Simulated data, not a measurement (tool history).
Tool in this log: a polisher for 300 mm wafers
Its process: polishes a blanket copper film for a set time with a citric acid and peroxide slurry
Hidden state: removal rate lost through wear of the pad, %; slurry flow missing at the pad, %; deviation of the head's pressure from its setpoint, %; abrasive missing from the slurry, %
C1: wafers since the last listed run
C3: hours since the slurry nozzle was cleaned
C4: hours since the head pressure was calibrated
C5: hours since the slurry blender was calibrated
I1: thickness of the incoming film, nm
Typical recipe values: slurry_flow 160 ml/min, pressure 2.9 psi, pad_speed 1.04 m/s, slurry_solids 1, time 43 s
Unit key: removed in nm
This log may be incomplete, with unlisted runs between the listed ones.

{"run": 1, "hour": 0.0, "slurry_flow": 150, "pressure": 2.9, "pad_speed": 1.04, "slurry_solids": 1, "time": 33, "C1": 0, "wafers polished on this pad": 5767, "C3": 568.4, "C4": 190.3, "C5": 386.9, "I1": 500, "removed": 63}
{"run": 2, "hour": 47.0, "slurry_flow": 160, "pressure": 2.9, "pad_speed": 1.04, "slurry_solids": 0.95, "time": 43, "C1": 494, "wafers polished on this pad": 6262, "C3": 615.4, "C4": 237.3, "C5": 433.9, "I1": 493.4, "removed": 81.4}
{"hour": 51.7, "done": "slurry nozzle cleaned"}
{"hour": 57.0, "done": "worn pad replaced by a new one, of another model than before"}
{"run": 3, "hour": 100.8, "slurry_flow": 160, "pressure": 2.9, "pad_speed": 1.04, "slurry_solids": 0.95, "time": 43, "C1": 513, "wafers polished on this pad": 460, "C3": 49.1, "C4": 291.1, "C5": 487.7, "I1": 503.3, "removed": 91.9}
{"hour": 109.1, "done": "slurry blender recalibrated"}
{"run": 4, "hour": 205.9, "slurry_flow": 160, "pressure": 2.9, "pad_speed": 1.04, "slurry_solids": 1, "time": 43, "C1": 1085, "wafers polished on this pad": 1546, "C3": 154.2, "C4": 396.2, "C5": 96.8, "I1": 494.6, "removed": 90}
{"run": 5, "hour": 292.8, "slurry_flow": 160, "pressure": 2.9, "pad_speed": 1.04, "slurry_solids": 1, "time": 43, "C1": 915, "wafers polished on this pad": 2461, "C3": 241.1, "C4": 483.1, "C5": 183.7, "I1": 494.2, "removed": 87.9}
{"run": 6, "hour": 377.2, "slurry_flow": 160, "pressure": 2.9, "pad_speed": 1.04, "slurry_solids": 1, "time": 43, "C1": 888, "wafers polished on this pad": 3350, "C3": 325.5, "C4": 567.5, "C5": 268.1, "I1": 505.2, "removed": 88}
{"run": 7, "hour": 461.2, "slurry_flow": 160, "pressure": 2.9, "pad_speed": 1.04, "slurry_solids": 0.8, "time": 43, "C1": 884, "wafers polished on this pad": 4234, "C3": 409.5, "C4": 651.5, "C5": 352.1, "I1": 508.4, "removed": 80.7}
{"run": 8, "hour": 506.3, "slurry_flow": 160, "pressure": 2.9, "pad_speed": 1.04, "slurry_solids": 0.8, "time": 43, "C1": 474, "wafers polished on this pad": 4709, "C3": 454.6, "C4": 696.6, "C5": 397.2, "I1": 497.9, "removed": 79.7}
{"run": 9, "hour": 562.8, "slurry_flow": 160, "pressure": 2.9, "pad_speed": 1.04, "slurry_solids": 0.8, "time": 43, "C1": 594, "wafers polished on this pad": 5304, "C3": 511.1, "C4": 753.1, "C5": 453.7, "I1": 496.7, "removed": 79.8}
{"hour": 621.6, "done": "head pressure recalibrated"}
{"hour": 642.4, "done": "slurry nozzle cleaned"}
{"hour": 678.8, "done": "slurry blender recalibrated"}
{"hour": 686.5, "done": "worn pad replaced by a new one"}
{"run": 10, "hour": 850.0, "slurry_flow": 160, "pressure": 2.9, "pad_speed": 1.04, "slurry_solids": 1, "time": 52, "C1": 2929, "wafers polished on this pad": 1721, "C3": 207.6, "C4": 228.4, "C5": 171.2, "I1": 498.7, "removed": 108.8}
{"run": 11, "hour": 907.1, "slurry_flow": 160, "pressure": 2.9, "pad_speed": 1.04, "slurry_solids": 1, "time": 43, "C1": 601, "wafers polished on this pad": 2323, "C3": 264.7, "C4": 285.5, "C5": 228.3, "I1": 497.8, "removed": 89.4}
{"run": 12, "hour": 1013.6, "slurry_flow": 160, "pressure": 2.9, "pad_speed": 1.04, "slurry_solids": 1, "time": 43, "C1": 1121, "wafers polished on this pad": 3444, "C3": 371.2, "C4": 392, "C5": 334.8, "I1": 490, "removed": 87.9}
{"run": 13, "hour": 1100.1, "slurry_flow": 160, "pressure": 2.9, "pad_speed": 1.24, "slurry_solids": 1, "time": 43, "C1": 910, "wafers polished on this pad": 4355, "C3": 457.7, "C4": 478.5, "C5": 421.3, "I1": 496.9, "removed": 100.6}
{"hour": 1127.1, "done": "slurry nozzle cleaned"}
{"run": 14, "hour": 1183.7, "slurry_flow": 160, "pressure": 3.9, "pad_speed": 1.34, "slurry_solids": 1, "time": 43, "C1": 869, "wafers polished on this pad": 5225, "C3": 56.6, "C4": 562.1, "C5": 504.9, "I1": 494.3, "removed": 126.4}
{"hour": 1215.5, "done": "slurry blender recalibrated"}
{"hour": 1254.7, "done": "worn pad replaced by a new one"}
{"run": 15, "hour": 1260.3, "slurry_flow": 160, "pressure": 2, "pad_speed": 1.04, "slurry_solids": 0.85, "time": 49, "C1": 743, "wafers polished on this pad": 59, "C3": 133.2, "C4": 638.7, "C5": 44.8, "I1": 494.8, "removed": 85.8}
{"run": 16, "hour": 1335.5, "slurry_flow": 160, "pressure": 2.9, "pad_speed": 1.04, "slurry_solids": 1, "time": 43, "C1": 791, "wafers polished on this pad": 850, "C3": 208.4, "C4": 713.9, "C5": 120, "I1": 500.5, "removed": 94.2}
{"run": 17, "hour": 1375.9, "slurry_flow": 210, "pressure": 3.3, "pad_speed": 1.36, "slurry_solids": 1, "time": 54, "C1": 425, "wafers polished on this pad": 1276, "C3": 248.8, "C4": 754.3, "C5": 160.4, "I1": 502.9, "removed": 166.4}
{"hour": 1417.4, "done": "head pressure recalibrated"}
{"run": 18, "hour": 1435.6, "slurry_flow": 160, "pressure": 2.9, "pad_speed": 1.04, "slurry_solids": 0.8, "time": 43, "C1": 607, "wafers polished on this pad": 1883, "C3": 308.5, "C4": 18.2, "C5": 220.1, "I1": 507.4, "removed": 87.2}
{"run": 19, "hour": 1541.4, "slurry_flow": 200, "pressure": 3.2, "pad_speed": 1.04, "slurry_solids": 0.85, "time": 43, "C1": 1114, "wafers polished on this pad": 2997, "C3": 414.3, "C4": 124, "C5": 325.9, "I1": 492.6, "removed": 91.5}
{"run": 20, "hour": 1647.0, "slurry_flow": 160, "pressure": 2.9, "pad_speed": 1.04, "slurry_solids": 0.85, "time": 43, "C1": 1111, "wafers polished on this pad": 4109, "C3": 519.9, "C4": 229.6, "C5": 431.5, "I1": 498, "removed": 83.6}
{"run": 21, "hour": 1696.5, "slurry_flow": 160, "pressure": 2.9, "pad_speed": 1.16, "slurry_solids": 1, "time": 54, "C1": 521, "wafers polished on this pad": 4631, "C3": 569.4, "C4": 279.1, "C5": 481, "I1": 503.6, "removed": 121.4}
{"hour": 1704.0, "done": "slurry nozzle cleaned"}
{"hour": 1770.7, "done": "worn pad replaced by a new one"}
{"run": 22, "hour": 1779.2, "slurry_flow": 160, "pressure": 2.9, "pad_speed": 1.04, "slurry_solids": 1, "time": 43, "C1": 818, "wafers polished on this pad": 89, "C3": 75.2, "C4": 361.8, "C5": 563.7, "I1": 502.6, "removed": 91.9}

What will run 23 give?
{"hour": 1812.7, "done": "slurry blender recalibrated"}
{"run": 23, "hour": 1819.1, "slurry_flow": 160, "pressure": 2.9, "pad_speed": 0.86, "slurry_solids": 0.85, "time": 43, "C1": 399, "wafers polished on this pad": 488, "C3": 115.1, "C4": 401.7, "C5": 6.4, "I1": 509.2, "removed": "?"}

removed: 74.3 nm
With no hidden state in the tool, this same run would have given removed 75.9 nm.
